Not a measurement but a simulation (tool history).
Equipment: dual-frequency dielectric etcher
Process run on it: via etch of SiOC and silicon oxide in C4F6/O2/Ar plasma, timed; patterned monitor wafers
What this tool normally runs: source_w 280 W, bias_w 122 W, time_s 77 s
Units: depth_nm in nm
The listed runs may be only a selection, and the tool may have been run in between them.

run,hour,source_w,bias_w,time_s,wafers since the last listed run,hours since the last wet clean,hours since the last source power generator calibration,hours since the last bias power generator calibration,hours since the last upper electrode change,hours since the gauge calibration,"read-back reference wafer on the same gauge, depth_nm",depth_nm
1,0,240,122,77,0,152,4410.8,1364.5,1986.1,1000.1,54.5,55.8
2,52.7,240,122,77,335,204.7,4463.5,1417.2,2038.8,1052.8,54.5,55.7
3,133.6,280,122,62.5,515,285.6,4544.4,1498.1,2119.7,1133.7,54.5,48.8
4,206.6,280,122,62.5,465,358.6,4617.4,1571.1,2192.7,1206.7,54.5,48.6
# hour 283.9: wet clean of the chamber
5,301.3,280,122,62.5,450,17.4,4712.1,1665.8,2287.4,1301.4,54.5,48.6
6,363.8,280,122,77,398,79.9,4774.6,1728.3,2349.9,1363.9,54.5,59.6
7,434.4,280,122,77,450,150.5,4845.2,1798.9,2420.5,1434.5,54.5,59.6
8,538,280,122,77,660,254.1,4948.8,1902.5,2524.1,1538.1,54.5,59.6
9,590.6,280,122,77,335,306.7,5001.4,1955.1,2576.7,1590.7,54.5,59.5
10,649,280,122,77,372,365.1,5059.8,2013.5,2635.1,1649.1,54.5,59.5
# hour 753.9: wet clean of the chamber
11,754.4,280,122,77,518,0.5,5165.2,2118.9,2740.5,1754.5,54.5,59.5
# hour 754.9: gauge calibrated
# hour 802.7: source power generator calibrated
12,844.8,280,122,77,550,90.9,42.1,2209.3,2830.9,89.9,54.5,61.4
13,950.9,280,122,77,676,197,148.2,2315.4,2937,196,54.5,61.6
14,1011.6,260,122,68,386,257.7,208.9,2376.1,2997.7,256.7,54.5,52.4
15,1113.6,260,122,77,650,359.7,310.9,2478.1,3099.7,358.7,54.5,59.3
# hour 1141.3: bias power generator calibrated
16,1170.9,280,122,77,339,417,368.2,29.6,3157,416,54.5,61.8
# hour 1212.4: wet clean of the chamber
17,1275.6,250,122,77,514,63.2,472.9,134.3,3261.7,520.7,54.5,58.6
18,1355.3,280,122,77,508,142.9,552.6,214,3341.4,600.4,54.5,61.6
19,1444.7,280,122,77,569,232.3,642,303.4,3430.8,689.8,54.5,61.7
20,1489.2,280,122,77,283,276.8,686.5,347.9,3475.3,734.3,54.5,61.8
21,1531,280,122,77,266,318.6,728.3,389.7,3517.1,776.1,54.5,62
# hour 1641.4: upper electrode replaced
22,1641.9,220,133,84,553,429.5,839.2,500.6,0.5,887,54.5,61.5
23,1708.3,280,122,77,423,495.9,905.6,567,66.9,953.4,54.5,61.8
# hour 1774: wet clean of the chamber
24,1791.8,280,122,96.5,379,17.8,989.1,650.5,150.4,1036.9,54.5,77.2

Expected results for the next run?
25,1896.4,220,96,88.5,666,122.4,1093.7,755.1,255,1141.5,?,?

{"run 25": {"read-back reference wafer on the same gauge, depth_nm": 54.5, "depth_nm": 59.5}}
If the tool had no hidden condition, the same run with the same run-to-run variation would have returned depth_nm 59.3 nm.
